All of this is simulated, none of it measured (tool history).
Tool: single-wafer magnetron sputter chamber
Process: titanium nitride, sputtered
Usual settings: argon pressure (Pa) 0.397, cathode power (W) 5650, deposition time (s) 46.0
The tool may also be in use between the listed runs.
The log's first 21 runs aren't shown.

run	hour	argon pressure (Pa)	cathode power (W)	deposition time (s)	wafers since the last listed run	wafers on the sputter target	hours since the last manometer calibration	hours since the magnet pack was replaced	hours since the gauge calibration	read-back reference wafer on the same gauge, thickness_nm	mean film thickness on the monitor wafer (angstrom)
22	1154.2	0.330	5000	55.0	447	3638	125.2	1125.6	494.9	34.700	446.93
23	1217.4	0.397	5650	46.0	1003	4642	188.4	1188.8	558.1	34.711	410.34
24	1278.2	0.295	5150	42.7	965	5607	249.2	1249.6	618.9	34.683	361.24
25	1304.7	0.397	5650	46.0	420	6027	275.7	1276.1	645.4	34.720	409.32
26	1368.1	0.528	6800	55.1	1006	7034	339.1	1339.5	708.8	34.718	559.58
27	1424.1	0.397	5650	37.1	888	7923	395.1	1395.5	764.8	34.668	329.90
# hour 1432.2: sputter target and shields replaced
28	1483.2	0.397	5650	46.0	811	809	454.2	1454.6	823.9	34.749	420.17
29	1522.0	0.480	4800	38.9	615	1425	493.0	1493.4	862.7	34.704	291.70
30	1572.8	0.300	4750	46.0	806	2231	543.8	1544.2	913.5	34.688	363.42

The next listed run, before its measurement:
31	1618.6	0.397	5650	51.9	726	2958	589.6	1590.0	959.3	?	?

Run 31 gave read-back reference wafer on the same gauge, thickness_nm 34.691, mean film thickness on the monitor wafer (angstrom) 467.22.
Without the tool's hidden state the same run would have given mean film thickness on the monitor wafer (angstrom) 474.47.
